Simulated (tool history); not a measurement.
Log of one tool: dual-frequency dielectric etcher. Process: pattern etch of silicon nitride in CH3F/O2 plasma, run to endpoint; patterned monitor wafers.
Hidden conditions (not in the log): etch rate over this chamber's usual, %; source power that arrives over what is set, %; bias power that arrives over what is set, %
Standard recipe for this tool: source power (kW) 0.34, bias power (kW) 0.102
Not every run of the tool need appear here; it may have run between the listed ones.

| run | hour | source power (kW) | bias power (kW) | wafers since the last listed run | hours since the last wet clean | hours since the last source power generator calibration | hours since the last bias power generator calibration | hours since the last upper electrode change | incoming incoming film thickness, nm | endpoint time (s) |
|---|---|---|---|---|---|---|---|---|---|---|
| 1 | 0 | 0.34 | 0.102 | 0 | 166 | 440.1 | 3093.3 | 1048.8 | 110.6 | 119.3 |
| 2 | 74.2 | 0.34 | 0.091 | 546 | 240.2 | 514.3 | 3167.5 | 1123 | 112.5 | 127.5 |
| 3 | 156.1 | 0.34 | 0.102 | 603 | 322.1 | 596.2 | 3249.4 | 1204.9 | 111.2 | 118.4 |
| 4 | 249 | 0.34 | 0.102 | 684 | 415 | 689.1 | 3342.3 | 1297.8 | 110.6 | 118 |
| 5 | 285.4 | 0.34 | 0.114 | 268 | 451.4 | 725.5 | 3378.7 | 1334.2 | 110.6 | 111.6 |
| 6 | 327.8 | 0.34 | 0.114 | 312 | 493.8 | 767.9 | 3421.1 | 1376.6 | 111 | 113.3 |
|  | 370.4 | wet clean of the chamber |
| 7 | 422.2 | 0.34 | 0.081 | 518 | 51.8 | 862.3 | 3515.5 | 1471 | 111.5 | 135.2 |
| 8 | 529.8 | 0.34 | 0.081 | 793 | 159.4 | 969.9 | 3623.1 | 1578.6 | 111.5 | 135.4 |
| 9 | 604.7 | 0.34 | 0.102 | 552 | 234.3 | 1044.8 | 3698 | 1653.5 | 111.1 | 121.6 |
| 10 | 861.4 | 0.34 | 0.102 | 1891 | 491 | 1301.5 | 3954.7 | 1910.2 | 110.5 | 121.1 |
|  | 1018.2 | wet clean of the chamber |
| 11 | 1160.9 | 0.34 | 0.102 | 2030 | 142.7 | 1601 | 4254.2 | 2209.7 | 111.4 | 119.9 |
|  | 1174.3 | source power generator calibrated |
| 12 | 1235.9 | 0.34 | 0.102 | 523 | 217.7 | 61.6 | 4329.2 | 2284.7 | 111.4 | 119.8 |
| 13 | 1334.9 | 0.39 | 0.126 | 729 | 316.7 | 160.6 | 4428.2 | 2383.7 | 111.9 | 103.5 |
| 14 | 1398.9 | 0.28 | 0.089 | 471 | 380.7 | 224.6 | 4492.2 | 2447.7 | 111.2 | 138.4 |
| 15 | 1496.5 | 0.28 | 0.083 | 719 | 478.3 | 322.2 | 4589.8 | 2545.3 | 112.2 | 143.5 |
|  | 1604.1 | bias power generator calibrated |
|  | 1611.4 | wet clean of the chamber |
| 16 | 1611.9 | 0.34 | 0.102 | 767 | 0.5 | 437.6 | 7.8 | 2660.7 | 109.8 | 118.6 |
|  | 1648.3 | upper electrode replaced |
| 17 | 1669.6 | 0.34 | 0.118 | 248 | 58.2 | 495.3 | 65.5 | 21.3 | 110.5 | 110 |
| 18 | 1717.8 | 0.36 | 0.112 | 355 | 106.4 | 543.5 | 113.7 | 69.5 | 110.6 | 110 |
| 19 | 1819 | 0.37 | 0.087 | 745 | 207.6 | 644.7 | 214.9 | 170.7 | 110.8 | 124.7 |
| 20 | 1913.9 | 0.28 | 0.111 | 699 | 302.5 | 739.6 | 309.8 | 265.6 | 111.5 | 123.8 |
| 21 | 1961.5 | 0.42 | 0.08 | 350 | 350.1 | 787.2 | 357.4 | 313.2 | 111.4 | 124.6 |
| 22 | 2062 | 0.29 | 0.113 | 740 | 450.6 | 887.7 | 457.9 | 413.7 | 113.1 | 122.4 |

Branching from run 22: 4 alternative next runs. What would each branch give?
| A | 2062.5 | 0.38 | 0.102 | 3 | 451.1 | 888.2 | 458.4 | 414.2 | 111.6 | ? |
| B | 2062.5 | 0.32 | 0.122 | 3 | 451.1 | 888.2 | 458.4 | 414.2 | 111.6 | ? |
| C | 2062.5 | 0.34 | 0.086 | 3 | 451.1 | 888.2 | 458.4 | 414.2 | 111.6 | ? |
| D | 2062.5 | 0.3 | 0.089 | 3 | 451.1 | 888.2 | 458.4 | 414.2 | 111.6 | ? |

| run | endpoint time (s) |
|---|---|
| A | 113 |
| B | 110.4 |
| C | 129 |
| D | 133.3 |
With the hidden condition removed and each run's random variation left untouched, the same runs would have given:
| run | endpoint time (s) |
|---|---|
| A | 113 |
| B | 110.4 |
| C | 129 |
| D | 133.3 |

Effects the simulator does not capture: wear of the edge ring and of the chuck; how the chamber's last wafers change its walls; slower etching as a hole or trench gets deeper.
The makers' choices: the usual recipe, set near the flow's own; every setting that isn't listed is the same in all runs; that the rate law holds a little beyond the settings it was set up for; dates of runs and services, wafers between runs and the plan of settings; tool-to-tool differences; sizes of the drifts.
